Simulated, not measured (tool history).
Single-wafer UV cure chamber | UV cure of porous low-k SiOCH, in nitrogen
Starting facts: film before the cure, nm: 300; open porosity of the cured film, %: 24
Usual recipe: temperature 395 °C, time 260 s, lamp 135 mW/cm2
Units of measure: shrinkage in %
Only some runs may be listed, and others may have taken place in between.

run	day	temperature	time	lamp	shrinkage
1	0.000	395	260	126	12.702
2	1.929	395	260	135	12.904
3	4.071	395	260	135	12.883
# day 6.917: quartz window cleaned
4	6.938	395	260	135	12.492
5	10.425	395	260	135	12.497
6	14.438	395	260	135	12.121
# day 15.229: UV bulbs replaced
7	16.225	395	260	135	13.987
8	19.388	395	260	135	14.270
9	20.954	415	260	135	14.334
10	22.750	408	305	154	15.771
11	24.933	377	145	162	11.826
# day 27.083: quartz window cleaned
12	28.917	395	260	135	14.248
13	31.979	408	260	163	15.048
14	34.412	407	325	112	14.414

For each run, what was the tool's unlogged condition?
transmission lost against a clean window, %: 0 across all the runs
H1: lamp output below its setpoint, %
run	H1
1	19.7
2	21.7
3	24
4	27.3
5	31.6
6	36.9
7	3.24
8	3.45
9	3.65
10	3.96
11	4.44
12	5.65
13	6.86
14	7.99
